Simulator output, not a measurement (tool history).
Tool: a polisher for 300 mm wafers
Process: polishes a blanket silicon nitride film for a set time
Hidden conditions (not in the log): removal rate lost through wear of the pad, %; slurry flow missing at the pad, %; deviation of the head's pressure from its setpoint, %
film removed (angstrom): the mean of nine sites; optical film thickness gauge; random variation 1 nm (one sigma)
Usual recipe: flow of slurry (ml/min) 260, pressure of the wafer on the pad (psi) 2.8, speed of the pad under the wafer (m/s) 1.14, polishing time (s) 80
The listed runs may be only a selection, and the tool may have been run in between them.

| run | hour | flow of slurry (ml/min) | pressure of the wafer on the pad (psi) | speed of the pad under the wafer (m/s) | polishing time (s) | wafers since the last listed run | wafers polished on this pad | hours since the slurry nozzle was cleaned | hours since the head pressure was calibrated | incoming thickness of the incoming film, nm | film removed (angstrom) |
|---|---|---|---|---|---|---|---|---|---|---|---|
| 1 | 0.0 | 260 | 2.8 | 1.40 | 80 | 0 | 134 | 382.4 | 252.5 | 861.9 | 1323 |
| 2 | 17.9 | 260 | 2.8 | 1.40 | 80 | 189 | 323 | 400.3 | 270.4 | 856.0 | 1299 |
| 3 | 29.7 | 260 | 2.8 | 1.14 | 80 | 124 | 448 | 412.1 | 282.2 | 864.5 | 1163 |
| 4 | 38.6 | 260 | 2.8 | 1.14 | 80 | 94 | 542 | 421.0 | 291.1 | 858.0 | 1145 |
|  | 44.1 | worn pad replaced by a new one |
| 5 | 49.0 | 260 | 2.8 | 1.14 | 88 | 67 | 51 | 431.4 | 301.5 | 859.5 | 1261 |
| 6 | 63.8 | 260 | 2.8 | 1.14 | 88 | 156 | 208 | 446.2 | 316.3 | 859.3 | 1273 |
| 7 | 81.7 | 260 | 2.8 | 1.14 | 80 | 189 | 397 | 464.1 | 334.2 | 868.9 | 1165 |
| 8 | 91.0 | 320 | 2.8 | 1.36 | 80 | 98 | 496 | 473.4 | 343.5 | 871.5 | 1338 |
|  | 99.7 | worn pad replaced by a new one |
| 9 | 100.2 | 320 | 2.8 | 1.36 | 80 | 55 | 5 | 482.6 | 352.7 | 849.2 | 1335 |
| 10 | 105.0 | 320 | 2.8 | 1.36 | 80 | 50 | 56 | 487.4 | 357.5 | 854.5 | 1321 |
| 11 | 112.8 | 260 | 2.8 | 0.96 | 80 | 82 | 138 | 495.2 | 365.3 | 862.3 | 1055 |
| 12 | 123.9 | 260 | 2.8 | 1.14 | 56 | 117 | 256 | 506.3 | 376.4 | 871.1 | 803 |
| 13 | 130.6 | 260 | 2.8 | 0.82 | 80 | 70 | 327 | 513.0 | 383.1 | 866.0 | 954 |
|  | 146.6 | worn pad replaced by a new one |
| 14 | 147.1 | 260 | 2.8 | 1.14 | 80 | 132 | 5 | 529.5 | 399.6 | 848.0 | 1148 |
|  | 148.8 | slurry nozzle cleaned |
| 15 | 152.0 | 340 | 2.8 | 0.92 | 62 | 41 | 47 | 3.2 | 404.5 | 854.3 | 862 |
|  | 157.0 | head pressure recalibrated |
| 16 | 161.5 | 260 | 2.8 | 1.14 | 80 | 79 | 126 | 12.7 | 4.5 | 862.2 | 1223 |

The next listed run, before its measurement:
| 17 | 174.4 | 285 | 3.3 | 1.34 | 60 | 136 | 263 | 25.6 | 17.4 | 849.3 | ? |

film removed (angstrom): 1191
The same run, on a tool lacking any hidden state, would have yielded film removed (angstrom) 1200.

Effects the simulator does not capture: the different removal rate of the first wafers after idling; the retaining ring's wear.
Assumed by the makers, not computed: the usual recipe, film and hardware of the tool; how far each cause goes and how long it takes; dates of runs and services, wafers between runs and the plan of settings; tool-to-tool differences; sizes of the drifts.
